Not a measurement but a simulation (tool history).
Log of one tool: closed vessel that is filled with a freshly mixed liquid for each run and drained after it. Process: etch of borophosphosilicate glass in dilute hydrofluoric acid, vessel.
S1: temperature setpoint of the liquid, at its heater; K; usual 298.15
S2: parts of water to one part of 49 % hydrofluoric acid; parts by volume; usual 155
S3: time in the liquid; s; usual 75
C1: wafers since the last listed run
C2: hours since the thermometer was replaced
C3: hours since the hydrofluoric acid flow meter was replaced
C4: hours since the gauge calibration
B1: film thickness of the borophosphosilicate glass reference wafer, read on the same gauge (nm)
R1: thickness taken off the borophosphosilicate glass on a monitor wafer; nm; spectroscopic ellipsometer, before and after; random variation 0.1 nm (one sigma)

{"run": 1, "hour": 0.0, "S1": 298.15, "S2": 155, "S3": 50, "C1": 0, "C2": 1670.7, "C3": 1384.9, "C4": 508.1, "B1": 60.52, "R1": 16.08}
{"run": 2, "hour": 13.1, "S1": 298.15, "S2": 155, "S3": 50, "C1": 956, "C2": 1683.8, "C3": 1398, "C4": 521.2, "B1": 60.52, "R1": 16.06}
{"run": 3, "hour": 38.6, "S1": 298.15, "S2": 155, "S3": 50, "C1": 1861, "C2": 1709.3, "C3": 1423.5, "C4": 546.7, "B1": 60.58, "R1": 15.9}
{"run": 4, "hour": 58.2, "S1": 298.15, "S2": 185, "S3": 75, "C1": 1430, "C2": 1728.9, "C3": 1443.1, "C4": 566.3, "B1": 60.63, "R1": 19.59}
{"run": 5, "hour": 119.3, "S1": 298.15, "S2": 185, "S3": 75, "C1": 4460, "C2": 1790, "C3": 1504.2, "C4": 627.4, "B1": 60.65, "R1": 19.67}
{"run": 6, "hour": 141.0, "S1": 298.15, "S2": 185, "S3": 75, "C1": 1584, "C2": 1811.7, "C3": 1525.9, "C4": 649.1, "B1": 60.71, "R1": 19.47}
{"run": 7, "hour": 169.3, "S1": 298.15, "S2": 155, "S3": 75, "C1": 2066, "C2": 1840, "C3": 1554.2, "C4": 677.4, "B1": 60.77, "R1": 24.23}
{"run": 8, "hour": 203.7, "S1": 298.15, "S2": 155, "S3": 75, "C1": 2511, "C2": 1874.4, "C3": 1588.6, "C4": 711.8, "B1": 60.76, "R1": 24.01}
{"run": 9, "hour": 216.8, "S1": 298.15, "S2": 155, "S3": 75, "C1": 956, "C2": 1887.5, "C3": 1601.7, "C4": 724.9, "B1": 60.77, "R1": 24.3}
{"run": 10, "hour": 242.3, "S1": 298.15, "S2": 155, "S3": 65, "C1": 1861, "C2": 1913, "C3": 1627.2, "C4": 750.4, "B1": 60.83, "R1": 21.02}
{"run": 11, "hour": 267.8, "S1": 298.15, "S2": 155, "S3": 65, "C1": 1861, "C2": 1938.5, "C3": 1652.7, "C4": 775.9, "B1": 60.81, "R1": 20.83}
{"run": 12, "hour": 289.9, "S1": 296.15, "S2": 175, "S3": 75, "C1": 1613, "C2": 1960.6, "C3": 1674.8, "C4": 798, "B1": 60.87, "R1": 19.38}
{"run": 13, "hour": 311.3, "S1": 301.15, "S2": 100, "S3": 100, "C1": 1562, "C2": 1982, "C3": 1696.2, "C4": 819.4, "B1": 60.89, "R1": 60.16}
{"run": 14, "hour": 341.4, "S1": 298.15, "S2": 225, "S3": 75, "C1": 2197, "C2": 2012.1, "C3": 1726.3, "C4": 849.5, "B1": 60.88, "R1": 15.34}
{"run": 15, "hour": 361.9, "S1": 298.15, "S2": 125, "S3": 75, "C1": 1496, "C2": 2032.6, "C3": 1746.8, "C4": 870, "B1": 60.96, "R1": 31.41}
{"run": 16, "hour": 391.5, "S1": 298.15, "S2": 155, "S3": 75, "C1": 2161, "C2": 2062.2, "C3": 1776.4, "C4": 899.6, "B1": 60.96, "R1": 24.34}
{"run": 17, "hour": 425.7, "S1": 294.65, "S2": 85, "S3": 45, "C1": 2496, "C2": 2096.4, "C3": 1810.6, "C4": 933.8, "B1": 60.99, "R1": 24.86}
{"hour": 435.2, "done": "gauge calibrated"}
{"run": 18, "hour": 443.0, "S1": 298.15, "S2": 80, "S3": 35, "C1": 1263, "C2": 2113.7, "C3": 1827.9, "C4": 7.8, "B1": 60.02, "R1": 23.5}
{"run": 19, "hour": 468.0, "S1": 298.15, "S2": 90, "S3": 120, "C1": 1825, "C2": 2138.7, "C3": 1852.9, "C4": 32.8, "B1": 60.04, "R1": 71.07}
{"run": 20, "hour": 488.1, "S1": 298.15, "S2": 155, "S3": 75, "C1": 1467, "C2": 2158.8, "C3": 1873, "C4": 52.9, "B1": 60.05, "R1": 23.89}
{"run": 21, "hour": 521.7, "S1": 298.15, "S2": 155, "S3": 75, "C1": 2453, "C2": 2192.4, "C3": 1906.6, "C4": 86.5, "B1": 60.12, "R1": 23.84}
{"run": 22, "hour": 536.3, "S1": 294.15, "S2": 90, "S3": 95, "C1": 1065, "C2": 2207, "C3": 1921.2, "C4": 101.1, "B1": 60.12, "R1": 47.87}
{"run": 23, "hour": 557.2, "S1": 301.65, "S2": 155, "S3": 55, "C1": 1525, "C2": 2227.9, "C3": 1942.1, "C4": 122, "B1": 60.14, "R1": 19.89}
{"run": 24, "hour": 575.5, "S1": 298.15, "S2": 155, "S3": 75, "C1": 1336, "C2": 2246.2, "C3": 1960.4, "C4": 140.3, "B1": 60.17, "R1": 23.94}
{"hour": 593.9, "done": "hydrofluoric acid flow meter replaced"}
{"run": 25, "hour": 599.5, "S1": 296.15, "S2": 110, "S3": 100, "C1": 1679, "C2": 2270.2, "C3": 5.6, "C4": 164.3, "B1": 60.19, "R1": 43.53}
{"run": 26, "hour": 635.3, "S1": 298.15, "S2": 155, "S3": 75, "C1": 2613, "C2": 2306, "C3": 41.4, "C4": 200.1, "B1": 60.22, "R1": 23.95}
{"hour": 641.1, "done": "thermometer replaced"}
{"run": 27, "hour": 735.1, "S1": 294.65, "S2": 225, "S3": 55, "C1": 7213, "C2": 94, "C3": 141.2, "C4": 299.9, "B1": 60.36, "R1": 9.76}
{"run": 28, "hour": 768.6, "S1": 293.65, "S2": 205, "S3": 45, "C1": 2445, "C2": 127.5, "C3": 174.7, "C4": 333.4, "B1": 60.37, "R1": 8.72}
{"run": 29, "hour": 795.3, "S1": 300.15, "S2": 155, "S3": 75, "C1": 1949, "C2": 154.2, "C3": 201.4, "C4": 360.1, "B1": 60.43, "R1": 25.78}
{"run": 30, "hour": 822.4, "S1": 295.65, "S2": 155, "S3": 75, "C1": 1978, "C2": 181.3, "C3": 228.5, "C4": 387.2, "B1": 60.46, "R1": 21.86}
{"run": 31, "hour": 844.0, "S1": 298.15, "S2": 155, "S3": 115, "C1": 1576, "C2": 202.9, "C3": 250.1, "C4": 408.8, "B1": 60.45, "R1": 36.75}
{"run": 32, "hour": 863.5, "S1": 301.65, "S2": 155, "S3": 75, "C1": 1423, "C2": 222.4, "C3": 269.6, "C4": 428.3, "B1": 60.51, "R1": 27.31}

Forecast each of these 4 alternatives for the next run:
{"run": "A", "hour": 864.2, "S1": 298.15, "S2": 105, "S3": 75, "C1": 51, "C2": 223.1, "C3": 270.3, "C4": 429, "B1": "?", "R1": "?"}
{"run": "B", "hour": 864.2, "S1": 302.65, "S2": 200, "S3": 65, "C1": 51, "C2": 223.1, "C3": 270.3, "C4": 429, "B1": "?", "R1": "?"}
{"run": "C", "hour": 864.2, "S1": 298.15, "S2": 175, "S3": 75, "C1": 51, "C2": 223.1, "C3": 270.3, "C4": 429, "B1": "?", "R1": "?"}
{"run": "D", "hour": 864.2, "S1": 296.15, "S2": 210, "S3": 110, "C1": 51, "C2": 223.1, "C3": 270.3, "C4": 429, "B1": "?", "R1": "?"}

run=A B1=60.48 R1=37.73
run=B B1=60.48 R1=18.04
run=C B1=60.48 R1=20.83
run=D B1=60.48 R1=22.76
Without the tool's hidden state the same runs would have given:
run=A R1=37.43
run=B R1=17.9
run=C R1=20.67
run=D R1=22.58

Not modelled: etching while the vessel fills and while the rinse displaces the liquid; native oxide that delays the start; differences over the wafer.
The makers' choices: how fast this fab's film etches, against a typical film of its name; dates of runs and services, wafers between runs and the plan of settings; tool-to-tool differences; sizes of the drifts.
